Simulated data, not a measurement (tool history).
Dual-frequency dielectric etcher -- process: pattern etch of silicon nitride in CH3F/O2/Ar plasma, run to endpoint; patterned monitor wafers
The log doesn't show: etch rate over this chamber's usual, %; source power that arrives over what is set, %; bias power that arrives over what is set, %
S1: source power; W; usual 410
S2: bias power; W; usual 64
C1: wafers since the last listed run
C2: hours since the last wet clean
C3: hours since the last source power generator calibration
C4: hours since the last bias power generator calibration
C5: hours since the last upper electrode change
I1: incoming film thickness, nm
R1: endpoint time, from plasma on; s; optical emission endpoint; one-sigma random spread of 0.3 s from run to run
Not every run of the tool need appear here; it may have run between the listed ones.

{"run": 1, "day": 0.0, "S1": 380, "S2": 75, "C1": 0, "C2": 434.4, "C3": 4499.6, "C4": 4597.1, "C5": 4770.1, "I1": 35.77, "R1": 55.8}
{"run": 2, "day": 1.483, "S1": 480, "S2": 64, "C1": 371, "C2": 470.0, "C3": 4535.2, "C4": 4632.7, "C5": 4805.7, "I1": 35.61, "R1": 52.2}
{"run": 3, "day": 2.167, "S1": 480, "S2": 64, "C1": 171, "C2": 486.4, "C3": 4551.6, "C4": 4649.1, "C5": 4822.1, "I1": 35.6, "R1": 51.4}
{"run": 4, "day": 4.538, "S1": 480, "S2": 64, "C1": 594, "C2": 543.3, "C3": 4608.5, "C4": 4706.0, "C5": 4879.0, "I1": 35.48, "R1": 51.6}
{"run": 5, "day": 5.462, "S1": 410, "S2": 64, "C1": 231, "C2": 565.5, "C3": 4630.7, "C4": 4728.2, "C5": 4901.2, "I1": 35.63, "R1": 55.8}
{"day": 6.471, "done": "wet clean of the chamber"}
{"run": 6, "day": 6.492, "S1": 440, "S2": 64, "C1": 7, "C2": 0.5, "C3": 4655.4, "C4": 4752.9, "C5": 4925.9, "I1": 35.76, "R1": 55.4}
{"day": 6.954, "done": "source power generator calibrated"}
{"run": 7, "day": 9.571, "S1": 440, "S2": 64, "C1": 729, "C2": 74.4, "C3": 62.8, "C4": 4826.8, "C5": 4999.8, "I1": 35.25, "R1": 55.3}
{"day": 11.496, "done": "wet clean of the chamber, repeated, since the last time left the tool worse"}
{"run": 8, "day": 11.517, "S1": 470, "S2": 64, "C1": 237, "C2": 0.5, "C3": 109.5, "C4": 4873.5, "C5": 5046.5, "I1": 35.68, "R1": 50.8}
{"run": 9, "day": 12.292, "S1": 380, "S2": 75, "C1": 194, "C2": 19.1, "C3": 128.1, "C4": 4892.1, "C5": 5065.1, "I1": 35.61, "R1": 53.4}
{"day": 13.108, "done": "bias power generator calibrated"}
{"run": 10, "day": 13.267, "S1": 380, "S2": 73, "C1": 202, "C2": 42.5, "C3": 151.5, "C4": 3.8, "C5": 5088.5, "I1": 35.58, "R1": 53.5}
{"day": 14.404, "done": "upper electrode replaced"}
{"run": 11, "day": 14.442, "S1": 480, "S2": 64, "C1": 43, "C2": 70.7, "C3": 179.7, "C4": 32.0, "C5": 0.9, "I1": 35.55, "R1": 50.5}
{"run": 12, "day": 15.242, "S1": 320, "S2": 49, "C1": 200, "C2": 89.9, "C3": 198.9, "C4": 51.2, "C5": 20.1, "I1": 35.46, "R1": 65.5}
{"run": 13, "day": 15.892, "S1": 480, "S2": 53, "C1": 162, "C2": 105.5, "C3": 214.5, "C4": 66.8, "C5": 35.7, "I1": 35.55, "R1": 52.5}
{"run": 14, "day": 19.004, "S1": 500, "S2": 71, "C1": 780, "C2": 180.2, "C3": 289.2, "C4": 141.5, "C5": 110.4, "I1": 35.25, "R1": 47.7}
{"run": 15, "day": 20.071, "S1": 330, "S2": 57, "C1": 267, "C2": 205.8, "C3": 314.8, "C4": 167.1, "C5": 136.0, "I1": 35.73, "R1": 63.5}
{"run": 16, "day": 20.646, "S1": 480, "S2": 54, "C1": 144, "C2": 219.6, "C3": 328.6, "C4": 180.9, "C5": 149.8, "I1": 35.47, "R1": 52.4}

Here are 4 independent what-if runs from the current tool condition. What would each one return?
{"run": "A", "day": 20.662, "S1": 410, "S2": 64, "C1": 4, "C2": 220.0, "C3": 329.0, "C4": 181.3, "C5": 150.2, "I1": 35.37, "R1": "?"}
{"run": "B", "day": 20.662, "S1": 410, "S2": 71, "C1": 4, "C2": 220.0, "C3": 329.0, "C4": 181.3, "C5": 150.2, "I1": 35.37, "R1": "?"}
{"run": "C", "day": 20.662, "S1": 450, "S2": 64, "C1": 4, "C2": 220.0, "C3": 329.0, "C4": 181.3, "C5": 150.2, "I1": 35.37, "R1": "?"}
{"run": "D", "day": 20.662, "S1": 480, "S2": 71, "C1": 4, "C2": 220.0, "C3": 329.0, "C4": 181.3, "C5": 150.2, "I1": 35.37, "R1": "?"}

run=A R1=54.8
run=B R1=53.4
run=C R1=52.3
run=D R1=49.4
With the hidden condition removed and each run's random variation left untouched, the same runs would have given:
run=A R1=54.0
run=B R1=52.6
run=C R1=51.5
run=D R1=48.7

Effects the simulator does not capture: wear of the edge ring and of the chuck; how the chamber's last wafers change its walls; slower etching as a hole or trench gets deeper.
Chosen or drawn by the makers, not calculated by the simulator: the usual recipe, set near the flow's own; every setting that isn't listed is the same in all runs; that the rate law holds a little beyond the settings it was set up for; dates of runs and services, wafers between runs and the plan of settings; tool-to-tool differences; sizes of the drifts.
